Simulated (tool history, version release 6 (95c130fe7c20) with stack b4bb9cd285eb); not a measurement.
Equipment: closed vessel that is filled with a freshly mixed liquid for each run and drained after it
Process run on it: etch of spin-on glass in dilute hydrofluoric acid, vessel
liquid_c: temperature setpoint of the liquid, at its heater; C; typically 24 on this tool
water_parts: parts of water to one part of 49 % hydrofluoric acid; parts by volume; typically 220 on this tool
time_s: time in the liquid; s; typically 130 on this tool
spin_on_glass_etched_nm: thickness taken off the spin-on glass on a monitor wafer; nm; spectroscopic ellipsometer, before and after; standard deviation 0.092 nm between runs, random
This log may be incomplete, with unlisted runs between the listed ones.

run   hour  liquid_c  water_parts  time_s  read-back film thickness of the spin-on glass reference wafer, read on the same gauge (nm)  spin_on_glass_etched_nm
  1      0        24          220     130                                                                                          50                    14.43
  2   37.8        24          220     130                                                                                       50.01                     14.1
  3  103.4        24          220     130                                                                                          50                    14.43
  4  173.8        24          170     130                                                                                          50                    19.79
  5  241.1        24          170     130                                                                                          50                    19.93
  6  289.7        24          220     130                                                                                       49.99                    14.57
     325.6  -- hydrofluoric acid flow meter replaced
  7  332.1        24          220     130                                                                                       49.99                    14.77
  8  371.6        24          255     130                                                                                       49.99                    12.23
  9  419.4        24          220     160                                                                                       50.01                    18.13
 10  463.5        24          220     180                                                                                          50                    20.52

What does the tool deliver on the next run?
     496.6  -- thermometer replaced
 11  500.7      25.5          180      60                                                                                           ?                        ?

{"run 11": {"read-back film thickness of the spin-on glass reference wafer, read on the same gauge (nm)": 50.02, "spin_on_glass_etched_nm": 8.36}}
If the tool had no hidden condition, the same run with the same run-to-run variation would have returned spin_on_glass_etched_nm 8.34 nm.
